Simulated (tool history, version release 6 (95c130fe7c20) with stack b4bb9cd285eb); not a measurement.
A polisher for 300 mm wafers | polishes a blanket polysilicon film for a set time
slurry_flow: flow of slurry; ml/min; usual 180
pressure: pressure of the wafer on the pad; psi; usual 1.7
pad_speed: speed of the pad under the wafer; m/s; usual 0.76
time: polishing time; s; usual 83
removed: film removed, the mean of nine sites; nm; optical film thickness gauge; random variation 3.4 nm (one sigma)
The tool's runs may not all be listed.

| run | hour | slurry_flow | pressure | pad_speed | time | wafers since the last listed run | wafers polished on this pad | hours since the slurry nozzle was cleaned | hours since the head pressure was calibrated | incoming thickness of the incoming film, nm | removed |
|---|---|---|---|---|---|---|---|---|---|---|---|
| 1 | 0.0 | 180 | 1.7 | 0.76 | 83 | 0 | 457 | 536.6 | 557.8 | 919.2 | 296.9 |
| 2 | 12.1 | 180 | 1.7 | 0.76 | 83 | 111 | 569 | 548.7 | 569.9 | 920.3 | 292.4 |
| 3 | 22.5 | 180 | 1.7 | 0.76 | 83 | 96 | 665 | 559.1 | 580.3 | 923.0 | 286.5 |
|  | 31.5 | worn pad replaced by a new one |
| 4 | 32.0 | 180 | 1.7 | 0.76 | 83 | 50 | 4 | 568.6 | 589.8 | 934.1 | 263.3 |
| 5 | 39.7 | 180 | 1.7 | 0.76 | 83 | 71 | 75 | 576.3 | 597.5 | 931.9 | 263.0 |
| 6 | 48.4 | 180 | 1.7 | 0.76 | 83 | 80 | 156 | 585.0 | 606.2 | 909.4 | 265.3 |
|  | 59.8 | worn pad replaced by a new one, repeated, since the last time left the tool worse |
| 7 | 60.3 | 180 | 1.7 | 0.76 | 83 | 73 | 4 | 596.9 | 618.1 | 923.2 | 303.8 |
| 8 | 73.3 | 180 | 2.2 | 1.00 | 71 | 120 | 125 | 609.9 | 631.1 | 907.0 | 433.3 |
| 9 | 86.5 | 180 | 2.2 | 0.76 | 83 | 122 | 247 | 623.1 | 644.3 | 929.0 | 397.2 |
| 10 | 94.9 | 180 | 1.7 | 0.76 | 83 | 77 | 325 | 631.5 | 652.7 | 920.4 | 305.2 |
|  | 109.6 | head pressure recalibrated |
|  | 119.5 | slurry nozzle cleaned |
|  | 125.1 | worn pad replaced by a new one |
| 11 | 127.7 | 180 | 1.7 | 0.76 | 83 | 238 | 23 | 8.2 | 18.1 | 929.3 | 310.8 |
| 12 | 141.1 | 200 | 1.4 | 0.62 | 63 | 124 | 147 | 21.6 | 31.5 | 919.7 | 162.3 |
| 13 | 158.6 | 235 | 1.7 | 0.52 | 83 | 161 | 309 | 39.1 | 49.0 | 917.0 | 217.1 |
| 14 | 167.3 | 215 | 1.5 | 0.76 | 72 | 80 | 390 | 47.8 | 57.7 | 902.9 | 233.5 |

Hidden state at the last listed run before each entry between runs and at the first one after, where it differs:
Between runs 3 and 4: worn pad replaced by a new one (hour 31.5)
  removal rate lost through wear of the pad, %: 7.72 -> 14.5
  measured less the result without the state, removed: -23.9 -> -44.6 nm
Between runs 6 and 7: worn pad replaced by a new one, repeated, since the last time left the tool worse (hour 59.8)
  removal rate lost through wear of the pad, %: 14.9 -> 0.694
  measured less the result without the state, removed: -46.4 -> -2.1 nm
Between runs 10 and 11: head pressure recalibrated (hour 109.6); slurry nozzle cleaned (hour 119.5); worn pad replaced by a new one (hour 125.1)
  removal rate lost through wear of the pad, %: 2.48 -> 1.03
  measured less the result without the state, removed: -7.7 -> -3.3 nm

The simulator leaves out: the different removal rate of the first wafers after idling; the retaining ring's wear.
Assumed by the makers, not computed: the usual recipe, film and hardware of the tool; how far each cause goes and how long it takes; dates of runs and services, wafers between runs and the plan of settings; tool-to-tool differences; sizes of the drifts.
